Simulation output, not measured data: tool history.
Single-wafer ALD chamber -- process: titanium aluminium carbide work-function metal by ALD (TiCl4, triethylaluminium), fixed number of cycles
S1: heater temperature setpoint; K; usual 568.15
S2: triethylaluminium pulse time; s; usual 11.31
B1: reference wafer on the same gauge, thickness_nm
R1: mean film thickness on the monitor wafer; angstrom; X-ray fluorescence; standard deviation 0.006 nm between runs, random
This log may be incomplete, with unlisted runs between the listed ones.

Run 1, hour 0.0: usual settings; B1 2.199. Result: R1 18.09 angstrom.
Run 2, hour 10.8: usual settings; B1 2.201. Result: R1 17.99 angstrom.
Run 3, hour 24.4: usual settings but S1 562.15 K; B1 2.200. Result: R1 17.52 angstrom.
Run 4, hour 40.2: usual settings but S1 562.15 K; B1 2.195. Result: R1 17.41 angstrom.
Run 5, hour 49.9: usual settings but S1 562.15 K; B1 2.201. Result: R1 17.35 angstrom.
Run 6, hour 61.1: usual settings but S2 9.97 s; B1 2.198. Result: R1 17.19 angstrom.
Run 7, hour 68.3: usual settings but S2 9.97 s; B1 2.198. Result: R1 17.12 angstrom.
Run 8, hour 81.4: usual settings but S2 8.52 s; B1 2.199. Result: R1 18.14 angstrom.
Run 9, hour 84.5: usual settings; B1 2.196. Result: R1 18.74 angstrom.
Run 10, hour 100.1: usual settings; B1 2.202. Result: R1 18.88 angstrom.
Run 11, hour 113.6: usual settings; B1 2.203. Result: R1 18.87 angstrom.
Run 12, hour 119.7: usual settings; B1 2.201. Result: R1 18.90 angstrom.
Run 13, hour 136.8: usual settings but S1 575.15 K; B1 2.199. Result: R1 19.44 angstrom.
Run 14, hour 153.5: usual settings but S2 13.13 s; B1 2.200. Result: R1 19.09 angstrom.
Run 15, hour 154.0: usual settings but S1 572.15 K, S2 7.84 s; B1 2.201. Result: R1 18.17 angstrom.
Run 16, hour 161.2: usual settings but S1 576.15 K, S2 8.72 s; B1 2.198. Result: R1 18.87 angstrom.
Run 17, hour 175.8: usual settings; B1 2.198. Result: R1 18.93 angstrom.
Run 18, hour 186.4: usual settings; B1 2.201. Result: R1 18.77 angstrom.
Run 19, hour 192.9: usual settings but S1 563.15 K, S2 15.61 s; B1 2.200. Result: R1 18.70 angstrom.
Run 20, hour 200.4: usual settings but S1 580.15 K, S2 15.21 s; B1 2.199. Result: R1 20.23 angstrom.
Run 21, hour 216.9: usual settings but S1 573.15 K, S2 9.95 s; B1 2.200. Result: R1 18.95 angstrom.
Run 22, hour 226.2: usual settings but S1 561.15 K, S2 13.43 s; B1 2.198. Result: R1 18.35 angstrom.
Run 23, hour 234.7: usual settings but S2 14.88 s; B1 2.200. Result: R1 19.05 angstrom.
Run 24, hour 245.7: usual settings but S2 12.77 s; B1 2.201. Result: R1 19.41 angstrom.
Run 25, hour 250.9: usual settings but S1 560.15 K, S2 14.82 s; B1 2.200. Result: R1 18.90 angstrom.
Run 26, hour 263.6: usual settings but S1 561.15 K, S2 9.84 s; B1 2.201. Result: R1 18.35 angstrom.
Run 27, hour 276.1: usual settings but S1 572.15 K, S2 14.63 s; B1 2.199. Result: R1 19.88 angstrom.
Run 28, hour 291.6: usual settings but S1 555.15 K, S2 9.38 s; B1 2.199. Result: R1 17.60 angstrom.
Run 29, hour 298.3: usual settings; B1 2.199. Result: R1 19.26 angstrom.
Run 30, hour 304.9: usual settings but S1 556.15 K, S2 7.61 s; B1 2.200. Result: R1 17.10 angstrom.
Run 31, hour 328.2: usual settings but S1 564.15 K, S2 12.79 s; B1 2.202. Result: R1 19.09 angstrom.
Run 32, hour 338.2: usual settings but S1 563.15 K, S2 15.61 s; B1 2.201. Result: R1 19.23 angstrom.
Run 33, hour 344.5: usual settings; B1 2.203. Result: R1 19.22 angstrom.
Run 34, hour 360.7: usual settings but S1 580.15 K, S2 7.93 s; B1 2.202. Result: R1 19.26 angstrom.

Not shown: 4 entries that the log had between the listed runs. Between which runs, and how does the tool's hidden state differ before and after?
Runs 7 to 8: triethylaluminium bottle replaced (hour 80.9)
  wafer temperature above the value expected at the setpoint (K): -4.12 -> -4.24; triethylaluminium dose above that of a fresh bottle (%): -36.1 -> -4.44
  measured less the result without the state, R1: -1.87 -> -0.52 angstrom
Runs 13 to 14: showerhead replaced (hour 153.0)
  wafer temperature above the value expected at the setpoint (K): -4.79 -> -4.96; triethylaluminium dose above that of a fresh bottle (%): -4.53 -> -4.59
  measured less the result without the state, R1: -0.53 -> -0.53 angstrom
Runs 23 to 24: gauge calibrated (hour 243.7); thermocouple changed; heater temperature recalibrated (hour 245.2)
  wafer temperature above the value expected at the setpoint (K): -5.84 -> 0.0797; triethylaluminium dose above that of a fresh bottle (%): -5.11 -> -5.21
  measured less the result without the state, R1: -0.59 -> -0.05 angstrom
